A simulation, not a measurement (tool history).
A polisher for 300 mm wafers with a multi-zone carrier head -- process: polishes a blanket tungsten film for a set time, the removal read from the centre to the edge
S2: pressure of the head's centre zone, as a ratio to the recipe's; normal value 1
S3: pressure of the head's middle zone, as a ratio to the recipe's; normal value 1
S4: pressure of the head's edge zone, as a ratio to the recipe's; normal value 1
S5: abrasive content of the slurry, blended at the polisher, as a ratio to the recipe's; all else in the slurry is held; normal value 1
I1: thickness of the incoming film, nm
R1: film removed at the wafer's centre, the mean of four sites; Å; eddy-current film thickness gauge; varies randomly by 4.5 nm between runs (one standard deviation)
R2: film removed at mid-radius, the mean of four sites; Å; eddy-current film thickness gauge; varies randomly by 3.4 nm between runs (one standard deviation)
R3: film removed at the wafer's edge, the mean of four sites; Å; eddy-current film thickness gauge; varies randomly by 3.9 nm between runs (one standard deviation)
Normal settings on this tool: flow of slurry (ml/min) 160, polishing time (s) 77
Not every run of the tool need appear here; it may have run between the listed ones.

Run 1, hour 0: usual settings; I1 1469.7. Result: R1 3200 Å, R2 3206 Å, R3 3284 Å.
Run 2, hour 12.5: usual settings; I1 1463.2. Result: R1 3300 Å, R2 3160 Å, R3 3200 Å.
Run 3, hour 20.4: usual settings; I1 1423.3. Result: R1 3144 Å, R2 3224 Å, R3 3266 Å.
Run 4, hour 26.7: usual settings but S2 1.05; I1 1481.3. Result: R1 3354 Å, R2 3156 Å, R3 3281 Å.
Run 5, hour 35.5: usual settings but S2 1.05; I1 1435.9. Result: R1 3355 Å, R2 3239 Å, R3 3202 Å.
Run 6, hour 50.5: usual settings; I1 1457.8. Result: R1 3189 Å, R2 3278 Å, R3 3256 Å.
Run 7, hour 63.8: usual settings; I1 1446.2. Result: R1 3124 Å, R2 3175 Å, R3 3245 Å.
Run 8, hour 74.3: usual settings but S2 0.89; I1 1451. Result: R1 2803 Å, R2 3202 Å, R3 3180 Å.
Run 9, hour 80.6: usual settings but S2 0.91; I1 1461.5. Result: R1 2850 Å, R2 3191 Å, R3 3226 Å.
Run 10, hour 87: usual settings but flow of slurry (ml/min) 135, S3 1.07, S4 0.93, S5 1.15; I1 1466.4. Result: R1 3250 Å, R2 3416 Å, R3 3244 Å.
Run 11, hour 102.5: usual settings but flow of slurry (ml/min) 105; I1 1460.3. Result: R1 2785 Å, R2 2834 Å, R3 3061 Å.
Run 12, hour 113.5: usual settings but flow of slurry (ml/min) 200, S5 0.85, polishing time (s) 86; I1 1441.5. Result: R1 3540 Å, R2 3515 Å, R3 3559 Å.
Run 13, hour 122.8: usual settings but flow of slurry (ml/min) 190, S4 0.91, polishing time (s) 61; I1 1433.5. Result: R1 2595 Å, R2 2591 Å, R3 2537 Å.
Run 14, hour 135.4: usual settings but flow of slurry (ml/min) 185, S3 0.96, S4 1.03, S5 1.3; I1 1446.1. Result: R1 3447 Å, R2 3375 Å, R3 3642 Å.
Run 15, hour 164.9: usual settings; I1 1468.1. Result: R1 3101 Å, R2 3177 Å, R3 3190 Å.
Run 16, hour 175.8: usual settings but S4 1.11, S5 1.15; I1 1450.6. Result: R1 3313 Å, R2 3332 Å, R3 3434 Å.
Run 17, hour 189.1: usual settings but polishing time (s) 103; I1 1468.8. Result: R1 4289 Å, R2 4277 Å, R3 4412 Å.
Run 18, hour 200: usual settings; I1 1437. Result: R1 3200 Å, R2 3137 Å, R3 3225 Å.
Run 19, hour 207.6: usual settings but S2 1.12, S3 0.96, S4 1.12, polishing time (s) 89; I1 1460.6. Result: R1 4172 Å, R2 3562 Å, R3 3896 Å.
Run 20, hour 223.4: usual settings but flow of slurry (ml/min) 215, S2 1.11, S3 1.08, S5 0.9; I1 1457.9. Result: R1 3717 Å, R2 3457 Å, R3 3240 Å.
Run 21, hour 239.7: usual settings but flow of slurry (ml/min) 105, S5 1.15; I1 1448.4. Result: R1 2892 Å, R2 2993 Å, R3 3164 Å.

The log once held 6 entries between its listed runs, left out of this copy. Where does each go, and what is different about the tool's unlogged condition between the listed run before it and the listed run after it?
Runs 6 to 7: worn pad replaced by a new one (hour 63.3)
  no difference in the tool's unlogged condition between these two runs
Runs 9 to 10: centre zone pressure recalibrated (hour 86.7)
  no difference in the tool's unlogged condition between these two runs
Runs 13 to 14: carrier head's membrane replaced by a new one (hour 132)
  no difference in the tool's unlogged condition between these two runs
Runs 14 to 15: edge zone pressure recalibrated (hour 159.5); slurry nozzle cleaned (hour 162.2)
  no difference in the tool's unlogged condition between these two runs
Runs 15 to 16: worn pad replaced by a new one (hour 175.3)
  no difference in the tool's unlogged condition between these two runs
